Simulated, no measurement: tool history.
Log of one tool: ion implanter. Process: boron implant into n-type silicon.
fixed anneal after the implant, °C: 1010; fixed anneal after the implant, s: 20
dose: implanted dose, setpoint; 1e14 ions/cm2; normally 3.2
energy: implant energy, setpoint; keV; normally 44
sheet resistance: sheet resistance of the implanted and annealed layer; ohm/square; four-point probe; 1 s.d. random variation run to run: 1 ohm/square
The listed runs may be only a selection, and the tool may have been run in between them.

run	hour	dose	energy	read-back reference wafer on the same gauge, sheet resistance	sheet resistance
1	0	3.77	44	314.49	258.17
2	29.6	3.77	44	315.15	257.89
3	42.5	3.2	44	315.38	293.75
4	56.5	3.2	44	314.84	292.53
5	86.4	3.2	44	314.78	291.92
6	118	3.2	44	314.99	294.64
7	142.3	3.71	33.5	314.84	268.96
8	163.9	3.71	33.5	315.07	269.58
9	182.4	3.2	44	315.02	292.44
10	206.3	3.2	44	315.12	293.82
11	231.1	3.2	44	314.91	292.24
12	259.1	3.2	44	315.14	294.23
13	305.9	3.2	44	315.38	292.43
14	339.7	3.62	44	315.37	266.96
15	372.7	2.89	44	314.74	316.61
16	395.2	2.81	52	314.97	318.22
17	419.8	3.71	52.5	315.48	255.79
18	448.1	3.2	44	315	293.04
19	466.8	3.46	33.5	315.11	284.75
20	482.7	3.51	38.5	315.21	276.23
21	508.4	2.35	48.5	314.94	367.14
22	541	2.66	58	315.2	325.87
# hour 560.3: extraction supply calibrated
23	566.7	3.2	44	315.3	291.89
24	595.8	3.2	39	314.42	296.56
25	622	2.32	39.5	315.24	379.89
26	688.6	3.2	52	315.29	288.56
# hour 700: Faraday cup replaced and dose calibrated
27	712.9	3.2	44	314.62	294.16
# hour 740.6: gauge calibrated
28	776.5	3.2	44	314.87	293.02
29	797.3	3.2	44	315.47	292.9
30	828.7	2.4	56	314.99	354.96
31	859.4	2.54	53.5	314.84	339.95
32	895.1	2.85	44	314.95	323.38
33	929.8	3.51	38.5	314.97	274.5

Run 34 has not been measured yet. What should we expect?
34	962.1	3.65	39.5	?	?

{"run 34": {"read-back reference wafer on the same gauge, sheet resistance": 314.92, "sheet resistance": 268.63}}
With no hidden state in the tool, this same run would have given sheet resistance 268.63 ohm/square.
